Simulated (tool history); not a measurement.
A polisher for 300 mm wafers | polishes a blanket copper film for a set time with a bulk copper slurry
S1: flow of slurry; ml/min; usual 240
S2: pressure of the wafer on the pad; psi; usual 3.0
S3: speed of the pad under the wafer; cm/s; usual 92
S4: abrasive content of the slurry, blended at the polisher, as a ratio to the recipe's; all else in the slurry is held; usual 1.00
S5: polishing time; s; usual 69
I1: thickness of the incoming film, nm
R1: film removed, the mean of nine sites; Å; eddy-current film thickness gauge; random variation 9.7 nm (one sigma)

run 1 hour=0.0 | S1=240 S2=3.0 S3=92 S4=1.00 S5=69 | I1=2327.9 | R1=6286
-- hour=15.7 slurry blender recalibrated
-- hour=23.9 worn pad replaced by a new one
run 2 hour=24.4 | S1=240 S2=3.0 S3=92 S4=1.00 S5=69 | I1=2256.4 | R1=6729
run 3 hour=46.5 | S1=300 S2=3.0 S3=92 S4=1.00 S5=69 | I1=2273.6 | R1=6770
run 4 hour=69.4 | S1=300 S2=3.0 S3=92 S4=1.00 S5=69 | I1=2268.9 | R1=6742
run 5 hour=96.0 | S1=240 S2=3.0 S3=92 S4=1.00 S5=69 | I1=2272.8 | R1=6391
run 6 hour=131.5 | S1=240 S2=3.0 S3=92 S4=1.00 S5=69 | I1=2257.1 | R1=6417
run 7 hour=148.9 | S1=240 S2=3.0 S3=92 S4=1.00 S5=69 | I1=2330.8 | R1=6331
-- hour=189.0 slurry blender recalibrated
-- hour=208.7 worn pad replaced by a new one
run 8 hour=243.2 | S1=180 S2=3.0 S3=92 S4=1.00 S5=69 | I1=2287.5 | R1=6289
run 9 hour=261.9 | S1=240 S2=3.0 S3=92 S4=1.00 S5=69 | I1=2287.4 | R1=6546
run 10 hour=274.1 | S1=240 S2=3.0 S3=92 S4=1.00 S5=69 | I1=2338.1 | R1=6433
-- hour=286.2 slurry nozzle cleaned
run 11 hour=291.1 | S1=240 S2=3.0 S3=92 S4=1.00 S5=69 | I1=2244.9 | R1=6496
run 12 hour=303.5 | S1=240 S2=3.0 S3=92 S4=1.00 S5=62 | I1=2296.9 | R1=5673
run 13 hour=336.0 | S1=240 S2=2.6 S3=110 S4=1.20 S5=69 | I1=2330.2 | R1=6659
-- hour=350.6 worn pad replaced by a new one
run 14 hour=361.3 | S1=290 S2=3.0 S3=120 S4=0.75 S5=53 | I1=2278.0 | R1=5789
-- hour=371.5 slurry blender recalibrated
run 15 hour=418.6 | S1=240 S2=3.0 S3=92 S4=1.00 S5=69 | I1=2317.9 | R1=6681
-- hour=431.9 head pressure recalibrated
run 16 hour=441.3 | S1=240 S2=3.5 S3=92 S4=0.85 S5=47 | I1=2252.2 | R1=5103
run 17 hour=453.5 | S1=265 S2=3.0 S3=122 S4=0.85 S5=69 | I1=2276.9 | R1=8398
run 18 hour=489.1 | S1=240 S2=3.0 S3=92 S4=1.00 S5=69 | I1=2286.3 | R1=6612
run 19 hour=519.9 | S1=240 S2=2.2 S3=110 S4=1.00 S5=69 | I1=2337.7 | R1=5659
-- hour=535.4 worn pad replaced by a new one
run 20 hour=555.8 | S1=160 S2=3.5 S3=120 S4=1.00 S5=52 | I1=2253.6 | R1=6535
-- hour=572.2 slurry blender recalibrated
run 21 hour=580.2 | S1=240 S2=3.0 S3=92 S4=1.00 S5=69 | I1=2317.1 | R1=6872
run 22 hour=599.4 | S1=180 S2=3.0 S3=112 S4=1.10 S5=46 | I1=2340.5 | R1=5258

4 ways to go on from here, each from the tool as it stands after run 22. What would each give?
run A hour=599.8 | S1=240 S2=3.0 S3=92 S4=1.00 S5=69 | I1=2310.0 | R1=?
run B hour=599.8 | S1=240 S2=3.0 S3=92 S4=1.00 S5=82 | I1=2310.0 | R1=?
run C hour=599.8 | S1=205 S2=3.0 S3=92 S4=0.90 S5=69 | I1=2310.0 | R1=?
run D hour=599.8 | S1=260 S2=3.0 S3=70 S4=1.20 S5=69 | I1=2310.0 | R1=?

run=A R1=6699
run=B R1=7961
run=C R1=6417
run=D R1=5524
Without the tool's hidden state the same runs would have given:
run=A R1=6780
run=B R1=8058
run=C R1=6493
run=D R1=5592

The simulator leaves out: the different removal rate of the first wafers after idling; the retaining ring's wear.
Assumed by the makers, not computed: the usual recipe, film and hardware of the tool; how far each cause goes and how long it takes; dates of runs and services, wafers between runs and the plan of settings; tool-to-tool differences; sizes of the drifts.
